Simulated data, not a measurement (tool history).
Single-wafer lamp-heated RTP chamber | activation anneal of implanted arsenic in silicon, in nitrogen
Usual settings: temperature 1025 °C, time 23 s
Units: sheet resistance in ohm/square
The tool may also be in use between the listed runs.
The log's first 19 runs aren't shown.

| run | hour | temperature | time | read-back reference wafer on the same gauge, sheet resistance | sheet resistance |
|---|---|---|---|---|---|
| 20 | 1033.1 | 1041 | 32 | 112.7 | 82.71 |
|  | 1058 | gauge calibrated |
| 21 | 1154.1 | 1036 | 36 | 112.7 | 82.09 |
| 22 | 1197 | 1046 | 17 | 112.82 | 88.71 |
| 23 | 1239.9 | 1054 | 23 | 112.72 | 81.6 |
| 24 | 1293.7 | 1005 | 32 | 112.59 | 94.76 |
|  | 1309.7 | pyrometer window cleaned and pyrometer calibrated |
| 25 | 1357.1 | 1005 | 31 | 112.72 | 95.87 |
| 26 | 1398.5 | 1046 | 17 | 112.61 | 87.09 |
| 27 | 1446 | 1040 | 14 | 112.71 | 93.25 |
|  | 1478.4 | reflector plate cleaned |
| 28 | 1515.2 | 1013 | 34 | 112.64 | 92.54 |
| 29 | 1578.1 | 1035 | 36 | 112.55 | 82.79 |
| 30 | 1607.3 | 1050 | 13 | 112.75 | 92.44 |
| 31 | 1635.5 | 1025 | 30 | 112.88 | 88.65 |
|  | 1706.2 | pyrometer window cleaned and pyrometer calibrated |
| 32 | 1803.6 | 1025 | 23 | 112.67 | 91.76 |
| 33 | 1836 | 996 | 33 | 112.77 | 100.14 |
| 34 | 1895.3 | 1025 | 23 | 112.65 | 91.71 |

Forecast run 35:
|  | 1977.8 | reflector plate cleaned |
| 35 | 2062.7 | 1034 | 32 | ? | ? |

read-back reference wafer on the same gauge, sheet resistance: 112.79
sheet resistance: 85.39 ohm/square
Without the tool's hidden state the same run would have given sheet resistance 85.62 ohm/square.
